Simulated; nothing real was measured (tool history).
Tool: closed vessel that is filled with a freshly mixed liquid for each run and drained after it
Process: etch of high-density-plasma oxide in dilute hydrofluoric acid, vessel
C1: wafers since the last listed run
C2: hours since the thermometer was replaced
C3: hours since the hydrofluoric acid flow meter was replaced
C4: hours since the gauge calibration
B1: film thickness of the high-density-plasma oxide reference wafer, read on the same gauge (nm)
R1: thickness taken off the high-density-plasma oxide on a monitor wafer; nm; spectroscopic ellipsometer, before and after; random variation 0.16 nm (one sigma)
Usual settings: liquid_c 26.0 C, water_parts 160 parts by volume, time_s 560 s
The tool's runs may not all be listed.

Run 1, day 0.000: usual settings but time_s 665 s; C1 0; C2 211.4; C3 517.4; C4 254.8; B1 80.01. Result: R1 20.79 nm.
Run 2, day 4.367: usual settings but time_s 665 s; C1 9684; C2 316.2; C3 622.2; C4 359.6; B1 80.01. Result: R1 21.01 nm.
Run 3, day 8.075: usual settings but time_s 665 s; C1 8224; C2 405.2; C3 711.2; C4 448.6; B1 79.98. Result: R1 20.71 nm.
Run 4, day 10.204: usual settings but liquid_c 24.5 C; C1 4722; C2 456.3; C3 762.3; C4 499.7; B1 80.03. Result: R1 16.83 nm.
Run 5, day 14.279: usual settings but liquid_c 24.5 C; C1 9037; C2 554.1; C3 860.1; C4 597.5; B1 79.99. Result: R1 16.63 nm.
Run 6, day 18.354: usual settings; C1 9037; C2 651.9; C3 957.9; C4 695.3; B1 80.00. Result: R1 17.44 nm.
Run 7, day 20.079: usual settings; C1 3825; C2 693.3; C3 999.3; C4 736.7; B1 79.98. Result: R1 17.46 nm.
Run 8, day 23.546: usual settings; C1 7688; C2 776.5; C3 1082.5; C4 819.9; B1 79.97. Result: R1 17.37 nm.
Run 9, day 27.912: usual settings; C1 9684; C2 881.3; C3 1187.3; C4 924.7; B1 79.98. Result: R1 17.58 nm.
Run 10, day 29.583: usual settings but liquid_c 27.5 C; C1 3705; C2 921.4; C3 1227.4; C4 964.8; B1 80.01. Result: R1 18.40 nm.
At day 32.479: hydrofluoric acid flow meter replaced.
Run 11, day 32.796: usual settings; C1 7032; C2 998.5; C3 7.6; C4 1041.9; B1 79.99. Result: R1 17.63 nm.
Run 12, day 36.729: usual settings; C1 8723; C2 1092.9; C3 102.0; C4 1136.3; B1 79.98. Result: R1 17.24 nm.
Run 13, day 38.771: usual settings but time_s 285 s; C1 4528; C2 1141.9; C3 151.0; C4 1185.3; B1 80.01. Result: R1 8.76 nm.
Run 14, day 41.483: usual settings; C1 6015; C2 1207.0; C3 216.1; C4 1250.4; B1 80.01. Result: R1 17.55 nm.
Run 15, day 44.367: usual settings but water_parts 135 parts by volume; C1 6394; C2 1276.2; C3 285.3; C4 1319.6; B1 79.99. Result: R1 21.35 nm.
Run 16, day 46.850: usual settings; C1 5507; C2 1335.8; C3 344.9; C4 1379.2; B1 80.00. Result: R1 17.31 nm.
Run 17, day 49.112: usual settings but liquid_c 22.5 C, water_parts 200 parts by volume; C1 5017; C2 1390.1; C3 399.2; C4 1433.5; B1 79.98. Result: R1 11.64 nm.
Run 18, day 51.429: usual settings but water_parts 120 parts by volume; C1 5138; C2 1445.7; C3 454.8; C4 1489.1; B1 80.00. Result: R1 24.33 nm.
Run 19, day 54.196: usual settings but water_parts 190 parts by volume, time_s 805 s; C1 6136; C2 1512.1; C3 521.2; C4 1555.5; B1 80.01. Result: R1 20.03 nm.
Run 20, day 56.108: usual settings; C1 4241; C2 1558.0; C3 567.1; C4 1601.4; B1 80.01. Result: R1 17.51 nm.
Run 21, day 59.338: usual settings but liquid_c 31.0 C, time_s 355 s; C1 7161; C2 1635.5; C3 644.6; C4 1678.9; B1 80.00. Result: R1 13.22 nm.
At day 60.258: thermometer replaced.
Run 22, day 61.558: usual settings but liquid_c 21.5 C, water_parts 210 parts by volume, time_s 770 s; C1 4833; C2 31.2; C3 697.9; C4 1732.2; B1 80.02. Result: R1 14.52 nm.
At day 63.092: gauge calibrated.
Run 23, day 73.092: usual settings; C1 25579; C2 308.0; C3 974.7; C4 240.0; B1 80.02. Result: R1 17.56 nm.
Run 24, day 76.225: usual settings but liquid_c 30.5 C, time_s 415 s; C1 6949; C2 383.2; C3 1049.9; C4 315.2; B1 80.03. Result: R1 15.01 nm.
Run 25, day 79.750: usual settings but liquid_c 30.5 C, water_parts 85 parts by volume, time_s 835 s; C1 7817; C2 467.8; C3 1134.5; C4 399.8; B1 79.99. Result: R1 64.06 nm.
Run 26, day 82.446: usual settings but water_parts 180 parts by volume, time_s 830 s; C1 5979; C2 532.5; C3 1199.2; C4 464.5; B1 80.01. Result: R1 22.35 nm.
At day 86.371: hydrofluoric acid flow meter replaced.
Run 27, day 86.817: usual settings; C1 9601; C2 637.4; C3 10.7; C4 569.4; B1 79.98. Result: R1 17.28 nm.
Run 28, day 89.621: usual settings but liquid_c 24.0 C, water_parts 130 parts by volume, time_s 685 s; C1 6219; C2 704.7; C3 78.0; C4 636.7; B1 79.98. Result: R1 25.03 nm.
Run 29, day 91.808: usual settings but time_s 240 s; C1 4851; C2 757.2; C3 130.5; C4 689.2; B1 80.01. Result: R1 7.37 nm.
Run 30, day 95.096: usual settings; C1 7291; C2 836.1; C3 209.4; C4 768.1; B1 80.03. Result: R1 17.42 nm.
Run 31, day 98.812: usual settings; C1 8243; C2 925.3; C3 298.6; C4 857.3; B1 80.00. Result: R1 17.33 nm.
Run 32, day 102.146: usual settings but time_s 390 s; C1 7392; C2 1005.3; C3 378.6; C4 937.3; B1 80.00. Result: R1 12.18 nm.

Hidden state at the last listed run before each entry between runs and at the first one after, where it differs:
Between runs 10 and 11: hydrofluoric acid flow meter replaced (day 32.479)
  no hidden state differs between the two runs
Between runs 21 and 22: thermometer replaced (day 60.258)
  no hidden state differs between the two runs
Between runs 22 and 23: gauge calibrated (day 63.092)
  no hidden state differs between the two runs
Between runs 26 and 27: hydrofluoric acid flow meter replaced (day 86.371)
  no hidden state differs between the two runs
